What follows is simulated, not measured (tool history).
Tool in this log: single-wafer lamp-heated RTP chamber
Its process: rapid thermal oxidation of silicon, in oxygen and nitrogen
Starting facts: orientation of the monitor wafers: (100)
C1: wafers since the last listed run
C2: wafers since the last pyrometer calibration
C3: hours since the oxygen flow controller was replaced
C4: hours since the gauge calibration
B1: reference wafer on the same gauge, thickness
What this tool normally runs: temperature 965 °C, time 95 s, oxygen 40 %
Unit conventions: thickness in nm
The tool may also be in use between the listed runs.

run 1 hour=0.0 | temperature=965 time=121 oxygen=60 | C1=0 C2=2604 C3=6113.1 C4=1249.7 | B1=4.371 | thickness=5.121
run 2 hour=84.3 | temperature=946 time=95 oxygen=54 | C1=544 C2=3148 C3=6197.4 C4=1334.0 | B1=4.372 | thickness=3.907
run 3 hour=135.8 | temperature=946 time=95 oxygen=54 | C1=332 C2=3480 C3=6248.9 C4=1385.5 | B1=4.369 | thickness=3.920
run 4 hour=176.9 | temperature=965 time=108 oxygen=20 | C1=265 C2=3745 C3=6290.0 C4=1426.6 | B1=4.371 | thickness=3.527
run 5 hour=270.4 | temperature=965 time=108 oxygen=20 | C1=603 C2=4349 C3=6383.5 C4=1520.1 | B1=4.368 | thickness=3.550
run 6 hour=371.5 | temperature=965 time=95 oxygen=58 | C1=652 C2=5001 C3=6484.6 C4=1621.2 | B1=4.368 | thickness=4.655
-- hour=388.2 gauge calibrated
run 7 hour=452.1 | temperature=965 time=95 oxygen=58 | C1=520 C2=5521 C3=6565.2 C4=63.9 | B1=4.369 | thickness=4.645
run 8 hour=523.7 | temperature=965 time=95 oxygen=58 | C1=462 C2=5984 C3=6636.8 C4=135.5 | B1=4.370 | thickness=4.694
run 9 hour=602.2 | temperature=976 time=95 oxygen=55 | C1=506 C2=6490 C3=6715.3 C4=214.0 | B1=4.372 | thickness=4.979
run 10 hour=658.9 | temperature=965 time=72 oxygen=40 | C1=365 C2=6856 C3=6772.0 C4=270.7 | B1=4.369 | thickness=3.727
-- hour=701.3 pyrometer window cleaned and pyrometer calibrated
run 11 hour=744.1 | temperature=965 time=95 oxygen=70 | C1=498 C2=276 C3=6857.2 C4=355.9 | B1=4.364 | thickness=4.795
-- hour=784.2 oxygen flow controller replaced
run 12 hour=793.8 | temperature=965 time=95 oxygen=40 | C1=269 C2=545 C3=9.6 C4=405.6 | B1=4.373 | thickness=4.025
run 13 hour=846.5 | temperature=937 time=95 oxygen=56 | C1=340 C2=885 C3=62.3 C4=458.3 | B1=4.369 | thickness=3.702
run 14 hour=948.2 | temperature=976 time=62 oxygen=51 | C1=656 C2=1541 C3=164.0 C4=560.0 | B1=4.371 | thickness=3.954
run 15 hour=1058.2 | temperature=941 time=95 oxygen=26 | C1=709 C2=2251 C3=274.0 C4=670.0 | B1=4.369 | thickness=3.130
run 16 hour=1152.4 | temperature=937 time=125 oxygen=68 | C1=607 C2=2859 C3=368.2 C4=764.2 | B1=4.367 | thickness=4.418
run 17 hour=1209.5 | temperature=965 time=95 oxygen=17 | C1=368 C2=3228 C3=425.3 C4=821.3 | B1=4.375 | thickness=3.222
run 18 hour=1247.5 | temperature=965 time=133 oxygen=17 | C1=245 C2=3473 C3=463.3 C4=859.3 | B1=4.367 | thickness=3.636

Results per run with the tool's hidden condition removed, run-to-run variation unchanged:
Hidden conditions of the tool in this case: true wafer temperature minus pyrometer reading, K; deviation of the oxygen flow from its setpoint, %; gauge reads high (%).
run=1 thickness=5.013
run=2 thickness=3.820
run=3 thickness=3.825
run=4 thickness=3.451
run=5 thickness=3.463
run=6 thickness=4.495
run=7 thickness=4.470
run=8 thickness=4.506
run=9 thickness=4.763
run=10 thickness=3.579
run=11 thickness=4.751
run=12 thickness=3.984
run=13 thickness=3.658
run=14 thickness=3.892
run=15 thickness=3.083
run=16 thickness=4.308
run=17 thickness=3.161
run=18 thickness=3.552

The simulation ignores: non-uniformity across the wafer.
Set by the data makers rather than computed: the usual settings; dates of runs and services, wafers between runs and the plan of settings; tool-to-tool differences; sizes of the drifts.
